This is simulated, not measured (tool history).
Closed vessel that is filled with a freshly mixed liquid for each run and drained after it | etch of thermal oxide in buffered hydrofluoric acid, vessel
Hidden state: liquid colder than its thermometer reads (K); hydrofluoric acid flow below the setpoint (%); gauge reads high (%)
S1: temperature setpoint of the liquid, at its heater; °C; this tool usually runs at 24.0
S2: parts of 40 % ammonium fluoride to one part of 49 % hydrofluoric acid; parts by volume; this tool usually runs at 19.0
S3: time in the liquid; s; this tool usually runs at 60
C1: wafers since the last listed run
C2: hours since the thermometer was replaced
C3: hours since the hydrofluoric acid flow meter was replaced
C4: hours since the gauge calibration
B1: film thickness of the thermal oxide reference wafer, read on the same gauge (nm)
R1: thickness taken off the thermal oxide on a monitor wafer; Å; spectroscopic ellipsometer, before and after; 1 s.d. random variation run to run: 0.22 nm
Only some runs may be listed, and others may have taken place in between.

run,hour,S1,S2,S3,C1,C2,C3,C4,B1,R1
1,0.0,24.0,20.5,85,0,2714.0,1022.3,628.1,109.99,375.7
2,14.9,24.0,19.0,60,1191,2728.9,1037.2,643.0,110.02,279.5
3,29.4,24.0,19.0,60,1159,2743.4,1051.7,657.5,109.97,278.4
4,59.4,24.0,19.0,60,2399,2773.4,1081.7,687.5,110.00,277.0
5,72.1,24.0,19.0,60,1015,2786.1,1094.4,700.2,109.97,276.8
6,95.8,24.0,19.0,85,1895,2809.8,1118.1,723.9,110.01,392.0
# hour 104.1: gauge calibrated
# hour 126.3: hydrofluoric acid flow meter replaced
7,126.8,24.0,19.0,85,2399,2840.8,0.5,22.7,110.01,421.8
8,138.5,24.0,19.0,85,935,2852.5,12.2,34.4,109.99,421.3
9,160.0,20.5,19.0,60,1719,2874.0,33.7,55.9,109.98,240.3
10,187.2,20.5,19.0,60,2175,2901.2,60.9,83.1,109.97,243.9
11,220.9,24.0,19.0,60,2695,2934.9,94.6,116.8,110.02,294.1
12,244.8,24.0,19.0,75,1911,2958.8,118.5,140.7,109.97,367.8
13,271.9,24.0,19.0,60,2167,2985.9,145.6,167.8,109.99,288.3
14,284.0,27.5,25.0,90,967,2998.0,157.7,179.9,110.00,437.6
15,306.3,24.0,13.5,60,1783,3020.3,180.0,202.2,109.99,408.0
16,320.6,27.5,25.0,90,1143,3034.6,194.3,216.5,109.98,435.3
# hour 339.8: thermometer replaced
17,347.5,24.0,19.0,60,2071,7.7,221.2,243.4,110.00,338.7
18,371.4,20.5,19.0,60,1911,31.6,245.1,267.3,110.01,278.7
19,386.3,24.0,19.0,75,1191,46.5,260.0,282.2,109.98,415.3
20,401.8,21.5,19.0,60,1239,62.0,275.5,297.7,110.00,291.3
21,416.3,28.5,15.0,45,1159,76.5,290.0,312.2,109.98,403.1
22,447.2,27.5,26.0,75,2471,107.4,320.9,343.1,109.99,405.1
23,480.9,22.0,23.0,95,2695,141.1,354.6,376.8,110.02,402.9
24,510.5,26.0,19.0,75,2367,170.7,384.2,406.4,110.01,460.7
25,533.3,24.0,21.0,60,1823,193.5,407.0,429.2,110.01,307.2
26,558.1,26.0,23.5,90,1983,218.3,431.8,454.0,110.02,473.7
27,571.6,25.5,19.0,60,1079,231.8,445.3,467.5,109.99,355.5
28,602.6,20.5,19.0,60,2479,262.8,476.3,498.5,110.01,269.8
29,630.5,24.0,20.5,85,2231,290.7,504.2,526.4,110.00,438.9
30,649.1,22.5,17.0,30,1487,309.3,522.8,545.0,110.02,165.7
31,666.0,27.5,26.0,75,1351,326.2,539.7,561.9,110.01,394.9
32,694.0,24.0,14.5,90,2239,354.2,567.7,589.9,109.98,631.7
33,708.6,21.0,16.5,60,1167,368.8,582.3,604.5,109.98,309.0
34,724.0,24.0,19.0,90,1231,384.2,597.7,619.9,109.98,482.3

Below are 3 alternative next runs, each starting from the tool's condition after run 34. Predict each:
A,724.7,24.0,19.0,60,55,384.9,598.4,620.6,?,?
B,724.7,21.0,14.5,70,55,384.9,598.4,620.6,?,?
C,724.7,26.0,19.0,80,55,384.9,598.4,620.6,?,?

run,B1,R1
A,110.00,322.5
B,110.00,414.7
C,110.00,479.7
What these runs would have given with no unlogged condition in the tool:
run,R1
A,355.2
B,458.2
C,527.9
